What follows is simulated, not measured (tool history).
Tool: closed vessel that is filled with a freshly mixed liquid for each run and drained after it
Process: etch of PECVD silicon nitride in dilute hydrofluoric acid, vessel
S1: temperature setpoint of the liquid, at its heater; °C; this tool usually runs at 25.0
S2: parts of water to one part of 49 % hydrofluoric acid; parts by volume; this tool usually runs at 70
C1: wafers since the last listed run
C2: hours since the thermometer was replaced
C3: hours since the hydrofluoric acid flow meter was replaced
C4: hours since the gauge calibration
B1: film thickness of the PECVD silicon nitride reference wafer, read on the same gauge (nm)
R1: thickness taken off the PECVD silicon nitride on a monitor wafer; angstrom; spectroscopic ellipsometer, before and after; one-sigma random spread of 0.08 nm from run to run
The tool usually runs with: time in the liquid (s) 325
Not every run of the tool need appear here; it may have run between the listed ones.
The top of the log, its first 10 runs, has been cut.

{"run": 11, "hour": 688.8, "S1": 23.0, "S2": 40, "time in the liquid (s)": 140, "C1": 3099, "C2": 266.1, "C3": 1360.4, "C4": 156.6, "B1": 70.02, "R1": 159.6}
{"run": 12, "hour": 775.0, "S1": 27.5, "S2": 70, "time in the liquid (s)": 325, "C1": 5990, "C2": 352.3, "C3": 1446.6, "C4": 242.8, "B1": 70.01, "R1": 289.7}
{"run": 13, "hour": 866.6, "S1": 25.0, "S2": 50, "time in the liquid (s)": 215, "C1": 6365, "C2": 443.9, "C3": 1538.2, "C4": 334.4, "B1": 70.04, "R1": 225.8}
{"run": 14, "hour": 962.2, "S1": 29.5, "S2": 70, "time in the liquid (s)": 325, "C1": 6643, "C2": 539.5, "C3": 1633.8, "C4": 430.0, "B1": 70.02, "R1": 329.3}
{"run": 15, "hour": 1044.7, "S1": 25.0, "S2": 35, "time in the liquid (s)": 165, "C1": 5732, "C2": 622.0, "C3": 1716.3, "C4": 512.5, "B1": 69.99, "R1": 244.3}
{"run": 16, "hour": 1110.4, "S1": 20.0, "S2": 70, "time in the liquid (s)": 135, "C1": 4565, "C2": 687.7, "C3": 1782.0, "C4": 578.2, "B1": 69.99, "R1": 72.2}
{"hour": 1182.1, "done": "hydrofluoric acid flow meter replaced"}
{"run": 17, "hour": 1205.4, "S1": 25.0, "S2": 105, "time in the liquid (s)": 460, "C1": 6532, "C2": 782.7, "C3": 23.3, "C4": 673.2, "B1": 70.01, "R1": 225.9}
{"run": 18, "hour": 1303.7, "S1": 25.0, "S2": 70, "time in the liquid (s)": 200, "C1": 6830, "C2": 881.0, "C3": 121.6, "C4": 771.5, "B1": 69.99, "R1": 146.6}
{"run": 19, "hour": 1397.7, "S1": 25.0, "S2": 60, "time in the liquid (s)": 325, "C1": 6532, "C2": 975.0, "C3": 215.6, "C4": 865.5, "B1": 70.03, "R1": 275.8}
{"run": 20, "hour": 1452.3, "S1": 25.0, "S2": 70, "time in the liquid (s)": 395, "C1": 3794, "C2": 1029.6, "C3": 270.2, "C4": 920.1, "B1": 70.02, "R1": 287.4}
{"run": 21, "hour": 1495.9, "S1": 27.5, "S2": 70, "time in the liquid (s)": 455, "C1": 3029, "C2": 1073.2, "C3": 313.8, "C4": 963.7, "B1": 69.98, "R1": 390.6}
{"run": 22, "hour": 1553.1, "S1": 21.0, "S2": 80, "time in the liquid (s)": 325, "C1": 3974, "C2": 1130.4, "C3": 371.0, "C4": 1020.9, "B1": 69.98, "R1": 158.7}
{"run": 23, "hour": 1649.6, "S1": 25.0, "S2": 70, "time in the liquid (s)": 240, "C1": 6705, "C2": 1226.9, "C3": 467.5, "C4": 1117.4, "B1": 70.0, "R1": 174.3}
{"run": 24, "hour": 1693.5, "S1": 25.0, "S2": 70, "time in the liquid (s)": 325, "C1": 3050, "C2": 1270.8, "C3": 511.4, "C4": 1161.3, "B1": 70.01, "R1": 235.6}
{"run": 25, "hour": 1798.2, "S1": 28.0, "S2": 60, "time in the liquid (s)": 325, "C1": 7275, "C2": 1375.5, "C3": 616.1, "C4": 1266.0, "B1": 70.02, "R1": 334.6}
{"run": 26, "hour": 1865.1, "S1": 25.0, "S2": 70, "time in the liquid (s)": 325, "C1": 4648, "C2": 1442.4, "C3": 683.0, "C4": 1332.9, "B1": 70.0, "R1": 237.1}
{"run": 27, "hour": 1950.2, "S1": 21.5, "S2": 60, "time in the liquid (s)": 400, "C1": 5913, "C2": 1527.5, "C3": 768.1, "C4": 1418.0, "B1": 69.99, "R1": 267.1}
{"run": 28, "hour": 2015.6, "S1": 23.0, "S2": 70, "time in the liquid (s)": 435, "C1": 4544, "C2": 1592.9, "C3": 833.5, "C4": 1483.4, "B1": 69.97, "R1": 276.2}
{"hour": 2027.1, "done": "thermometer replaced"}
{"run": 29, "hour": 2282.6, "S1": 25.0, "S2": 105, "time in the liquid (s)": 460, "C1": 18484, "C2": 255.5, "C3": 1100.5, "C4": 1750.4, "B1": 69.97, "R1": 233.5}
{"run": 30, "hour": 2333.7, "S1": 25.0, "S2": 90, "time in the liquid (s)": 170, "C1": 3550, "C2": 306.6, "C3": 1151.6, "C4": 1801.5, "B1": 70.01, "R1": 100.1}
{"run": 31, "hour": 2427.1, "S1": 25.0, "S2": 70, "time in the liquid (s)": 325, "C1": 6490, "C2": 400.0, "C3": 1245.0, "C4": 1894.9, "B1": 70.03, "R1": 245.2}
{"run": 32, "hour": 2483.9, "S1": 27.0, "S2": 60, "time in the liquid (s)": 140, "C1": 3947, "C2": 456.8, "C3": 1301.8, "C4": 1951.7, "B1": 69.97, "R1": 139.1}
{"run": 33, "hour": 2571.4, "S1": 23.0, "S2": 70, "time in the liquid (s)": 265, "C1": 6080, "C2": 544.3, "C3": 1389.3, "C4": 2039.2, "B1": 69.98, "R1": 174.7}

3 ways to go on from here, each from the tool as it stands after run 33. What would each give?
{"run": "A", "hour": 2572.1, "S1": 25.0, "S2": 70, "time in the liquid (s)": 325, "C1": 48, "C2": 545.0, "C3": 1390.0, "C4": 2039.9, "B1": "?", "R1": "?"}
{"run": "B", "hour": 2572.1, "S1": 21.0, "S2": 70, "time in the liquid (s)": 170, "C1": 48, "C2": 545.0, "C3": 1390.0, "C4": 2039.9, "B1": "?", "R1": "?"}
{"run": "C", "hour": 2572.1, "S1": 21.0, "S2": 70, "time in the liquid (s)": 135, "C1": 48, "C2": 545.0, "C3": 1390.0, "C4": 2039.9, "B1": "?", "R1": "?"}

run=A B1=69.97 R1=245.0
run=B B1=69.97 R1=97.8
run=C B1=69.97 R1=77.7
Take away the tool's hidden state, keep each run's random variation, and the runs would have read:
run=A R1=243.5
run=B R1=97.3
run=C R1=77.3
